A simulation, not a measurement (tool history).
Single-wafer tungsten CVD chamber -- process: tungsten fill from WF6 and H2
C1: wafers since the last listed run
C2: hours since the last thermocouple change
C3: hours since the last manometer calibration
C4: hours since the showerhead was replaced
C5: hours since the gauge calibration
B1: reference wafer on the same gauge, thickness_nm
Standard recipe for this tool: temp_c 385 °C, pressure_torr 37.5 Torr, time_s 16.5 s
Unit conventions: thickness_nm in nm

{"run": 1, "hour": 0.0, "temp_c": 393, "pressure_torr": 43.4, "time_s": 16.5, "C1": 0, "C2": 1232.7, "C3": 2052.9, "C4": 3754.6, "C5": 163.4, "B1": 39.261, "thickness_nm": 40.714}
{"run": 2, "hour": 68.6, "temp_c": 393, "pressure_torr": 42, "time_s": 16.5, "C1": 2007, "C2": 1301.3, "C3": 2121.5, "C4": 3823.2, "C5": 232, "B1": 39.273, "thickness_nm": 40.473}
{"run": 3, "hour": 134.7, "temp_c": 393, "pressure_torr": 42, "time_s": 16.5, "C1": 1934, "C2": 1367.4, "C3": 2187.6, "C4": 3889.3, "C5": 298.1, "B1": 39.285, "thickness_nm": 40.02}
{"run": 4, "hour": 171.2, "temp_c": 385, "pressure_torr": 37.5, "time_s": 18.3, "C1": 1067, "C2": 1403.9, "C3": 2224.1, "C4": 3925.8, "C5": 334.6, "B1": 39.284, "thickness_nm": 36.802}
{"run": 5, "hour": 206.2, "temp_c": 385, "pressure_torr": 37.5, "time_s": 16.5, "C1": 1024, "C2": 1438.9, "C3": 2259.1, "C4": 3960.8, "C5": 369.6, "B1": 39.279, "thickness_nm": 32.762}
{"run": 6, "hour": 274.0, "temp_c": 385, "pressure_torr": 37.5, "time_s": 16.5, "C1": 1983, "C2": 1506.7, "C3": 2326.9, "C4": 4028.6, "C5": 437.4, "B1": 39.32, "thickness_nm": 32.831}
{"hour": 297.5, "done": "capacitance manometer re-zeroed and calibrated"}
{"run": 7, "hour": 301.9, "temp_c": 385, "pressure_torr": 37.5, "time_s": 16.5, "C1": 582, "C2": 1534.6, "C3": 4.4, "C4": 4056.5, "C5": 465.3, "B1": 39.342, "thickness_nm": 32.927}
{"run": 8, "hour": 352.7, "temp_c": 395, "pressure_torr": 37.5, "time_s": 16.5, "C1": 1486, "C2": 1585.4, "C3": 55.2, "C4": 4107.3, "C5": 516.1, "B1": 39.268, "thickness_nm": 38.915}
{"run": 9, "hour": 406.4, "temp_c": 395, "pressure_torr": 37.5, "time_s": 16.5, "C1": 1571, "C2": 1639.1, "C3": 108.9, "C4": 4161, "C5": 569.8, "B1": 39.34, "thickness_nm": 38.959}
{"hour": 420.3, "done": "showerhead replaced"}
{"run": 10, "hour": 469.3, "temp_c": 385, "pressure_torr": 37.5, "time_s": 16.5, "C1": 1606, "C2": 1702, "C3": 171.8, "C4": 49, "C5": 632.7, "B1": 39.326, "thickness_nm": 32.601}
{"run": 11, "hour": 517.8, "temp_c": 385, "pressure_torr": 37.5, "time_s": 17.8, "C1": 1419, "C2": 1750.5, "C3": 220.3, "C4": 97.5, "C5": 681.2, "B1": 39.306, "thickness_nm": 35.109}
{"hour": 521.7, "done": "gauge calibrated"}
{"hour": 551.0, "done": "thermocouple changed; heater temperature recalibrated"}
{"run": 12, "hour": 554.0, "temp_c": 375, "pressure_torr": 46.4, "time_s": 17.6, "C1": 825, "C2": 3, "C3": 256.5, "C4": 133.7, "C5": 32.3, "B1": 39.288, "thickness_nm": 35.231}
{"run": 13, "hour": 613.6, "temp_c": 385, "pressure_torr": 46.4, "time_s": 16.5, "C1": 1743, "C2": 62.6, "C3": 316.1, "C4": 193.3, "C5": 91.9, "B1": 39.287, "thickness_nm": 39.473}
{"run": 14, "hour": 682.8, "temp_c": 371, "pressure_torr": 42, "time_s": 15.6, "C1": 2024, "C2": 131.8, "C3": 385.3, "C4": 262.5, "C5": 161.1, "B1": 39.285, "thickness_nm": 27.337}
{"run": 15, "hour": 713.7, "temp_c": 385, "pressure_torr": 37.5, "time_s": 16.5, "C1": 904, "C2": 162.7, "C3": 416.2, "C4": 293.4, "C5": 192, "B1": 39.314, "thickness_nm": 35.296}
{"run": 16, "hour": 753.1, "temp_c": 385, "pressure_torr": 28.9, "time_s": 16.5, "C1": 1152, "C2": 202.1, "C3": 455.6, "C4": 332.8, "C5": 231.4, "B1": 39.345, "thickness_nm": 31.067}
{"run": 17, "hour": 817.1, "temp_c": 385, "pressure_torr": 37.5, "time_s": 17.8, "C1": 1872, "C2": 266.1, "C3": 519.6, "C4": 396.8, "C5": 295.4, "B1": 39.265, "thickness_nm": 37.609}
{"run": 18, "hour": 859.6, "temp_c": 371, "pressure_torr": 42, "time_s": 15.6, "C1": 1243, "C2": 308.6, "C3": 562.1, "C4": 439.3, "C5": 337.9, "B1": 39.313, "thickness_nm": 27.394}
{"run": 19, "hour": 896.9, "temp_c": 391, "pressure_torr": 44.5, "time_s": 19.8, "C1": 1091, "C2": 345.9, "C3": 599.4, "C4": 476.6, "C5": 375.2, "B1": 39.222, "thickness_nm": 50.776}
{"run": 20, "hour": 949.5, "temp_c": 385, "pressure_torr": 37.5, "time_s": 16.5, "C1": 1539, "C2": 398.5, "C3": 652, "C4": 529.2, "C5": 427.8, "B1": 39.372, "thickness_nm": 34.798}

Predict each of these 5 candidate next runs independently; none follows another, all start after run 20:
{"run": "A", "hour": 949.9, "temp_c": 385, "pressure_torr": 37.5, "time_s": 16.5, "C1": 11, "C2": 398.9, "C3": 652.4, "C4": 529.6, "C5": 428.2, "B1": "?", "thickness_nm": "?"}
{"run": "B", "hour": 949.9, "temp_c": 385, "pressure_torr": 37.5, "time_s": 19.1, "C1": 11, "C2": 398.9, "C3": 652.4, "C4": 529.6, "C5": 428.2, "B1": "?", "thickness_nm": "?"}
{"run": "C", "hour": 949.9, "temp_c": 378, "pressure_torr": 28.1, "time_s": 15.5, "C1": 11, "C2": 398.9, "C3": 652.4, "C4": 529.6, "C5": 428.2, "B1": "?", "thickness_nm": "?"}
{"run": "D", "hour": 949.9, "temp_c": 385, "pressure_torr": 33.5, "time_s": 17.4, "C1": 11, "C2": 398.9, "C3": 652.4, "C4": 529.6, "C5": 428.2, "B1": "?", "thickness_nm": "?"}
{"run": "E", "hour": 949.9, "temp_c": 393, "pressure_torr": 41.1, "time_s": 16.5, "C1": 11, "C2": 398.9, "C3": 652.4, "C4": 529.6, "C5": 428.2, "B1": "?", "thickness_nm": "?"}

run=A B1=39.347 thickness_nm=35.232
run=B B1=39.347 thickness_nm=40.81
run=C B1=39.347 thickness_nm=25.288
run=D B1=39.347 thickness_nm=35.149
run=E B1=39.347 thickness_nm=42.322
With no hidden state in the tool, these same runs would have given:
run=A thickness_nm=36.468
run=B thickness_nm=42.242
run=C thickness_nm=26.204
run=D thickness_nm=36.382
run=E thickness_nm=43.742

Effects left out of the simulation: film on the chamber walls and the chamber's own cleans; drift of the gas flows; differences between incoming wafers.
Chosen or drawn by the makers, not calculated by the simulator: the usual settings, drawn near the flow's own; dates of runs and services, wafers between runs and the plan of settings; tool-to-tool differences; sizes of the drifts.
